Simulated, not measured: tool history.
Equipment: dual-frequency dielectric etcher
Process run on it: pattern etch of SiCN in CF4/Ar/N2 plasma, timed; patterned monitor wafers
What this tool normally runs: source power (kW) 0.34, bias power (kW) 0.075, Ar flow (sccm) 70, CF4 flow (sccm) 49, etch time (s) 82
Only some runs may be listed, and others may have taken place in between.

run	day	source power (kW)	bias power (kW)	Ar flow (sccm)	CF4 flow (sccm)	etch time (s)	wafers since the last listed run	hours since the last wet clean	hours since the last source power generator calibration	hours since the last bias power generator calibration	hours since the last Ar flow controller change	hours since the last CF4 flow controller change	hours since the last upper electrode change	hours since the gauge calibration	read-back reference wafer on the same gauge, depth_nm	mean etch depth across the wafer (nm)
1	0	0.34	0.075	70	49	82	0	138.6	2836.6	1383.9	5343.4	3196.6	4172.9	44.4	51.8	55.1
2	0.992	0.34	0.075	70	49	82	281	162.4	2860.4	1407.7	5367.2	3220.4	4196.7	68.2	51.8	55.1
3	1.654	0.34	0.075	70	49	82	187	178.3	2876.3	1423.6	5383.1	3236.3	4212.6	84.1	51.8	54.8
4	2.9	0.34	0.075	70	49	82	353	208.2	2906.2	1453.5	5413	3266.2	4242.5	114	51.8	54.7
5	4.321	0.34	0.075	70	49	82	402	242.3	2940.3	1487.6	5447.1	3300.3	4276.6	148.1	51.8	54.9
6	5.392	0.34	0.075	70	49	82	303	268	2966	1513.3	5472.8	3326	4302.3	173.8	51.8	54.7
# day 6.146: gauge calibrated
# day 6.55: upper electrode replaced
7	6.571	0.34	0.075	70	49	82	50	296.3	2994.3	1541.6	5501.1	3354.3	0.5	10.2	51.8	54.7
# day 7.075: source power generator calibrated
8	7.254	0.34	0.075	70	49	82	146	312.7	4.3	1558	5517.5	3370.7	16.9	26.6	51.8	54.5
9	7.95	0.34	0.075	70	58	89	197	329.4	21	1574.7	5534.2	3387.4	33.6	43.3	51.8	60.2
# day 8.742: CF4 flow controller replaced
# day 9.029: bias power generator calibrated
# day 9.479: wet clean of the chamber
10	9.5	0.28	0.075	70	49	82	194	0.5	58.2	11.3	5571.4	18.2	70.8	80.5	51.8	44.7
# day 9.788: Ar flow controller replaced
11	9.917	0.34	0.075	70	49	82	47	10.5	68.2	21.3	3.1	28.2	80.8	90.5	51.8	55.3
12	10.896	0.34	0.075	70	49	82	277	34	91.7	44.8	26.6	51.7	104.3	114	51.9	55
13	11.492	0.34	0.075	84	43	101.5	168	48.3	106	59.1	40.9	66	118.6	128.3	51.8	65.4
14	12.704	0.34	0.075	70	49	82	343	77.4	135.1	88.2	70	95.1	147.7	157.4	51.8	55
15	13.388	0.34	0.075	70	49	89.5	193	93.8	151.5	104.6	86.4	111.5	164.1	173.8	51.8	60.1
16	14.004	0.31	0.075	80	49	82	174	108.6	166.3	119.4	101.2	126.3	178.9	188.6	51.8	48.8
17	15.058	0.32	0.075	60	49	82	298	133.9	191.6	144.7	126.5	151.6	204.2	213.9	51.8	52.4

4 ways to go on from here, each from the tool as it stands after run 17. What would each give?
A	15.075	0.34	0.075	70	49	82	4	134.3	192	145.1	126.9	152	204.6	214.3	?	?
B	15.075	0.34	0.08	87	49	82	4	134.3	192	145.1	126.9	152	204.6	214.3	?	?
C	15.075	0.38	0.086	70	58	82	4	134.3	192	145.1	126.9	152	204.6	214.3	?	?
D	15.075	0.34	0.081	63	49	82	4	134.3	192	145.1	126.9	152	204.6	214.3	?	?

run	read-back reference wafer on the same gauge, depth_nm	mean etch depth across the wafer (nm)
A	51.8	54.9
B	51.8	54.4
C	51.8	65.5
D	51.8	57
Without the tool's hidden state the same runs would have given:
run	mean etch depth across the wafer (nm)
A	55.2
B	54.7
C	65.9
D	57.4
